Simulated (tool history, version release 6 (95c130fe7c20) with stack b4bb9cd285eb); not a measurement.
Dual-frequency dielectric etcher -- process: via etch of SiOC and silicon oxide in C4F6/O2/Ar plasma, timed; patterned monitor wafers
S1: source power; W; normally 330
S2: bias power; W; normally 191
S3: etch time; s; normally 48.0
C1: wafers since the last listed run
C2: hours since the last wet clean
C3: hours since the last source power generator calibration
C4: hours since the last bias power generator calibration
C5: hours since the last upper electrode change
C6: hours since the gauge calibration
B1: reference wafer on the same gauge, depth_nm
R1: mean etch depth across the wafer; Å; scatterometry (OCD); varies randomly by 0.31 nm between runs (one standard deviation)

run   hour   S1   S2    S3   C1     C2      C3      C4      C5     C6    B1   R1
  1    0.0  290  191  48.0    0  495.0  1553.9  2262.1  4954.5  213.5  59.3  512
      64.6  -- wet clean of the chamber
  2   88.0  310  191  42.0  539   23.4  1641.9  2350.1  5042.5  301.5  59.6  461
  3  127.1  310  191  42.0  329   62.5  1681.0  2389.2  5081.6  340.6  59.7  462
  4  164.4  310  191  42.0  314   99.8  1718.3  2426.5  5118.9  377.9  59.9  461
  5  235.2  330  191  48.0  596  170.6  1789.1  2497.3  5189.7  448.7  60.0  541
  6  316.7  330  191  48.0  686  252.1  1870.6  2578.8  5271.2  530.2  60.2  542
     365.4  -- bias power generator calibrated
     371.2  -- gauge calibrated
  7  374.3  330  191  48.0  451  309.7  1928.2     8.9  5328.8    3.1  59.2  536
     425.5  -- upper electrode replaced
  8  433.9  270  191  48.0  299  369.3  1987.8    68.5     8.4   62.7  59.3  501
  9  471.2  290  146  48.0  314  406.6  2025.1   105.8    45.7  100.0  59.4  485
 10  509.2  390  160  35.0  320  444.6  2063.1   143.8    83.7  138.0  59.6  394
     570.2  -- wet clean of the chamber
 11  570.7  330  154  48.0  315    0.5  2124.6   205.3   145.2  199.5  59.7  513
     614.7  -- source power generator calibrated
 12  637.6  370  159  62.0  530   67.4    22.9   272.2   212.1  266.4  59.9  694
 13  709.5  350  223  56.5  605  139.3    94.8   344.1   284.0  338.3  60.1  669
 14  752.6  330  163  48.0  363  182.4   137.9   387.2   327.1  381.4  60.2  523
 15  856.1  270  191  48.0  872  285.9   241.4   490.7   430.6  484.9  60.4  510
 16  898.4  330  144  41.5  356  328.2   283.7   533.0   472.9  527.2  60.4  441

Predict each of these 4 candidate next runs independently; none follows another, all start after run 16:
  A  898.8  330  191  48.0   3  328.6  284.1  533.4  473.3  527.6   ?   ?
  B  898.8  360  158  53.0   3  328.6  284.1  533.4  473.3  527.6   ?   ?
  C  898.8  330  214  48.0   3  328.6  284.1  533.4  473.3  527.6   ?   ?
  D  898.8  360  191  59.0   3  328.6  284.1  533.4  473.3  527.6   ?   ?

run    B1   R1
  A  60.4  547
  B  60.4  595
  C  60.4  563
  D  60.4  691
What these runs would have given with no unlogged condition in the tool:
run   R1
  A  532
  B  578
  C  547
  D  673
